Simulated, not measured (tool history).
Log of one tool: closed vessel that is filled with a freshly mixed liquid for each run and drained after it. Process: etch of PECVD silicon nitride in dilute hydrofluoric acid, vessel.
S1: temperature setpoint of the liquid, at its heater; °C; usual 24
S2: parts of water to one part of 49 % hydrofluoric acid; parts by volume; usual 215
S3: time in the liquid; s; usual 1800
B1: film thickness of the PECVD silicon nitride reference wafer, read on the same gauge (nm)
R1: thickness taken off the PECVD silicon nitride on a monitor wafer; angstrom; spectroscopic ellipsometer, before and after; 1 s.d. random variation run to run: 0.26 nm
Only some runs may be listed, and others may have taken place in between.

run    hour    S1   S2    S3     B1      R1
  1       0    24  180  1800  50.01   438.4
  2    50.6    24  215  1800  49.99   365.6
  3   105.7  27.5  215  1800  49.99   451.7
  4   164.9    24  215  1800     50   362.6
  5   242.5    24  215  1800  49.98   360.9
  6   325.2    22  215  1800  49.99   318.4
  7   405.6    22  215  1800  49.99   317.8
  8   476.8    22  215  1800  49.99     323
      512.5  -- thermometer replaced
  9   550.8  25.5  130  1800  49.99   657.1
        562  -- hydrofluoric acid flow meter replaced
 10   652.4  25.5  130  1800     50   661.1
      705.3  -- gauge calibrated
 11   742.5  25.5  130  1800  49.98   664.6
 12   849.4    24  215  1800  50.03   370.5
 13   888.7    24  215  1800  50.01   364.5
 14   956.9    27  215  1800  49.99   442.9
 15  1020.2  27.5  150  2880     50  1043.1
     1111.2  -- thermometer replaced
 16  1123.6    24  215  1800  49.99   363.7
 17  1211.8    24  260  1800  49.99   300.3
 18  1314.7    26  130  2105  49.99   798.5
 19  1350.8    24  295  1800  50.02   262.2
 20  1458.5    20  325  2540  50.01   268.5
 21  1555.9    24  215  1800  49.99   360.4
     1577.8  -- hydrofluoric acid flow meter replaced
 22  1613.4  21.5  145  1800  49.98     456
 23  1688.7  26.5  215  1800  50.01   427.3
 24  1736.6    28  120  1085  50.01   509.3
 25    1826  27.5  115  1145     50   543.4
     1837.4  -- thermometer replaced
 26  1865.8    27  275  2540  49.97   478.4
 27  1929.5  28.5  270   975  49.99   206.9
 28  2004.1  19.5  175  2230  50.01   413.8
 29    2224    24  215  1800  49.99   367.1
 30  2322.8    24  215  1800     50   361.4
 31  2368.5  19.5  245  1800     50   237.1

Hidden state, per run?
liquid colder than its thermometer reads (K): 0 in every run
hydrofluoric acid flow below the setpoint (%): 0 in every run
gauge reads high (%): 0 in every run

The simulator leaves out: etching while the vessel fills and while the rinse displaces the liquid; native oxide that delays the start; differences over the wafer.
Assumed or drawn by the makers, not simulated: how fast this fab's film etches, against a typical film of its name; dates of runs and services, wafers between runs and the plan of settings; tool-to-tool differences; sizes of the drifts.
